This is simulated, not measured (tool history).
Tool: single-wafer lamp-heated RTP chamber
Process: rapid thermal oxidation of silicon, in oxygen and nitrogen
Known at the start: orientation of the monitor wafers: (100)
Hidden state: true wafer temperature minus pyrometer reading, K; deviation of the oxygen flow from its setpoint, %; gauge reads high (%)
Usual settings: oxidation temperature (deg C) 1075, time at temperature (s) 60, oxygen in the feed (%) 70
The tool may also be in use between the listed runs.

run   hour  oxidation temperature (deg C)  time at temperature (s)  oxygen in the feed (%)  wafers since the last listed run  wafers since the last pyrometer calibration  hours since the oxygen flow controller was replaced  hours since the gauge calibration  read-back reference wafer on the same gauge, thickness  oxide thickness on the monitor wafer (angstrom)
  1      0                           1075                       60                      70                                 0                                         1353                                               3292.2                              171.6                                                   8.986                                            88.19
       8.3  -- pyrometer window cleaned and pyrometer calibrated
  2      9                           1075                       60                      70                                 6                                            4                                               3301.2                              180.6                                                   8.983                                             86.5
  3   23.9                           1075                       60                      70                               100                                          104                                               3316.1                              195.5                                                   8.985                                            87.07
  4   41.5                           1075                       60                      70                               118                                          223                                               3333.7                              213.1                                                   8.972                                            87.03
  5   52.3                           1075                       60                      70                                72                                          295                                               3344.5                              223.9                                                   8.972                                            86.77
  6   66.3                           1075                       60                      93                                94                                          390                                               3358.5                              237.9                                                   8.974                                            96.65
  7   78.5                           1075                       60                      93                                82                                          472                                               3370.7                              250.1                                                   8.983                                            97.17
  8   92.5                           1075                       60                      93                                94                                          566                                               3384.7                              264.1                                                   8.982                                            97.42
  9  106.4                           1075                       60                      70                                93                                          660                                               3398.6                                278                                                   8.982                                            88.25
 10  123.5                           1075                       60                      70                               115                                          775                                               3415.7                              295.1                                                   8.975                                            88.31
 11  173.7                           1075                       60                      70                               338                                         1113                                               3465.9                              345.3                                                   8.974                                            88.89
     180.2  -- gauge calibrated
 12  181.4                           1075                       52                      55                                51                                         1165                                               3473.6                                1.2                                                   8.976                                            75.93
 13  193.8                           1075                       40                      70                                83                                         1248                                                 3486                               13.6                                                   8.982                                            74.14
 14  206.5                           1075                       60                      70                                85                                         1334                                               3498.7                               26.3                                                   8.981                                            88.42
     217.5  -- pyrometer window cleaned and pyrometer calibrated
 15    218                           1054                       72                      70                                23                                            3                                               3510.2                               37.8                                                   8.978                                            81.53
 16  231.1                           1075                       42                      48                                88                                           91                                               3523.3                               50.9                                                   8.978                                            65.23
     264.8  -- oxygen flow controller replaced
 17  278.3                           1083                       87                      95                               263                                          355                                                 13.5                               98.1                                                   8.985                                           120.45
 18  285.2                           1104                       77                      95                                46                                          401                                                 20.4                                105                                                   8.983                                           129.81
 19  300.1                           1058                       52                      97                               100                                          502                                                 35.3                              119.9                                                   8.977                                            82.56
 20  315.6                           1075                       60                      98                               104                                          606                                                 50.8                              135.4                                                   8.979                                            98.31
 21  321.9                           1075                       84                      82                                42                                          648                                                 57.1                              141.7                                                   8.979                                           107.93
 22  330.4                           1075                       84                      82                                57                                          706                                                 65.6                              150.2                                                   8.978                                           108.56
 23  342.5                           1093                       87                      70                                81                                          787                                                 77.7                              162.3                                                   8.981                                           116.09

Forecast each of these 3 alternatives for the next run:
  A   343                           1075                       77                      70                                 3                                          791                                                 78.2                              162.8                                                       ?                                                ?
  B   343                           1053                       60                      70                                 3                                          791                                                 78.2                              162.8                                                       ?                                                ?
  C   343                           1089                       60                      49                                 3                                          791                                                 78.2                              162.8                                                       ?                                                ?

run  read-back reference wafer on the same gauge, thickness  oxide thickness on the monitor wafer (angstrom)
  A                                                   8.973                                            97.73
  B                                                   8.973                                            75.46
  C                                                   8.973                                            84.25
Without the tool's hidden state the same runs would have given:
run  oxide thickness on the monitor wafer (angstrom)
  A                                            96.34
  B                                            74.35
  C                                            83.08
